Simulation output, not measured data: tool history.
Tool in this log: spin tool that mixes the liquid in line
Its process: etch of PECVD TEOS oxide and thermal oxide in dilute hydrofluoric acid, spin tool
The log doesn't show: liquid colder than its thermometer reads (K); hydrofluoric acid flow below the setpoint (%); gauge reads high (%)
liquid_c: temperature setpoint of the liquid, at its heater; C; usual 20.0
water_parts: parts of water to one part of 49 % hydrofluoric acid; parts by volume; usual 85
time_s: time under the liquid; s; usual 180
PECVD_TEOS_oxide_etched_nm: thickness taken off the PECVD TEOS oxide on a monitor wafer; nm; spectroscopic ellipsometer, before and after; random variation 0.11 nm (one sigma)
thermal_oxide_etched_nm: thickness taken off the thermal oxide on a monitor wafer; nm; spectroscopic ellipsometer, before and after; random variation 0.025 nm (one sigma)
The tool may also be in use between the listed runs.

run	day	liquid_c	water_parts	time_s	wafers since the last listed run	hours since the thermometer was replaced	hours since the hydrofluoric acid flow meter was replaced	hours since the gauge calibration	read-back film thickness of the PECVD TEOS oxide reference wafer, read on the same gauge (nm)	read-back film thickness of the thermal oxide reference wafer, read on the same gauge (nm)	PECVD_TEOS_oxide_etched_nm	thermal_oxide_etched_nm
1	0.000	20.0	85	180	0	2913.9	744.4	184.3	100.03	139.98	34.33	7.04
2	0.425	20.0	85	180	46	2924.1	754.6	194.5	100.00	140.04	34.24	7.05
3	1.008	23.5	85	180	63	2938.1	768.6	208.5	100.00	140.00	39.78	8.13
4	1.704	20.0	85	180	75	2954.8	785.3	225.2	99.99	139.98	34.32	7.07
5	2.038	20.0	85	180	36	2962.8	793.3	233.2	100.01	140.00	34.24	7.03
6	2.412	20.0	85	180	40	2971.8	802.3	242.2	100.00	139.99	34.04	7.00
7	2.767	20.0	85	180	38	2980.3	810.8	250.7	99.99	139.97	33.97	6.98
8	3.408	20.0	85	180	69	2995.7	826.2	266.1	99.99	140.06	33.98	7.02
# day 3.892: gauge calibrated
9	3.933	20.0	60	180	56	3008.3	838.8	1.0	100.01	140.02	49.60	10.20
10	4.546	20.0	60	180	66	3023.0	853.5	15.7	100.01	139.96	49.60	10.17
# day 5.075: thermometer replaced
11	5.117	20.0	85	210	57	1.0	867.2	29.4	99.99	139.94	44.87	9.23
# day 5.312: hydrofluoric acid flow meter replaced
12	5.575	20.0	85	210	45	12.0	6.3	40.4	100.01	140.03	45.95	9.48
13	6.179	20.0	85	250	65	26.5	20.8	54.9	100.01	139.97	55.02	11.27
14	6.829	20.0	50	180	70	42.1	36.4	70.5	100.01	140.02	69.70	14.36
15	7.367	18.5	100	220	58	55.0	49.3	83.4	99.98	140.06	37.83	7.79
16	7.625	25.0	85	180	28	61.2	55.5	89.6	99.99	139.99	48.21	9.87
17	8.212	22.0	55	280	63	75.3	69.6	103.7	100.01	140.00	106.13	21.92
18	8.792	20.0	85	265	62	89.2	83.5	117.6	100.00	139.99	57.94	11.80
19	9.525	20.0	85	180	79	106.8	101.1	135.2	100.00	140.00	39.30	8.08
20	10.021	20.0	85	180	53	118.7	113.0	147.1	100.00	139.99	39.33	8.06
21	10.721	18.5	100	220	75	135.5	129.8	163.9	100.01	140.02	37.43	7.71
22	11.283	20.0	85	180	60	149.0	143.3	177.4	100.00	139.97	38.94	8.06
23	12.008	17.0	125	250	78	166.4	160.7	194.8	100.00	139.99	31.25	6.42
24	12.696	20.0	85	180	74	182.9	177.2	211.3	100.00	140.00	39.15	8.04
25	13.079	20.0	85	180	41	192.1	186.4	220.5	99.99	140.03	38.98	8.04
26	13.733	20.0	85	275	70	207.8	202.1	236.2	99.97	140.02	59.67	12.24
27	14.258	17.0	85	70	56	220.4	214.7	248.8	100.02	140.00	13.33	2.74

3 options for the next run, each taken on its own from the tool as it stands now. Forecast them:
A	14.279	20.0	85	180	2	220.9	215.2	249.3	?	?	?	?
B	14.279	17.0	85	280	2	220.9	215.2	249.3	?	?	?	?
C	14.279	18.0	110	85	2	220.9	215.2	249.3	?	?	?	?

run	read-back film thickness of the PECVD TEOS oxide reference wafer, read on the same gauge (nm)	read-back film thickness of the thermal oxide reference wafer, read on the same gauge (nm)	PECVD_TEOS_oxide_etched_nm	thermal_oxide_etched_nm
A	100.01	139.94	39.07	8.06
B	100.01	139.94	53.57	11.05
C	100.01	139.94	12.77	2.63
Had the tool no hidden state, the same runs would have come out as:
run	PECVD_TEOS_oxide_etched_nm	thermal_oxide_etched_nm
A	39.81	8.21
B	54.59	11.26
C	13.01	2.68

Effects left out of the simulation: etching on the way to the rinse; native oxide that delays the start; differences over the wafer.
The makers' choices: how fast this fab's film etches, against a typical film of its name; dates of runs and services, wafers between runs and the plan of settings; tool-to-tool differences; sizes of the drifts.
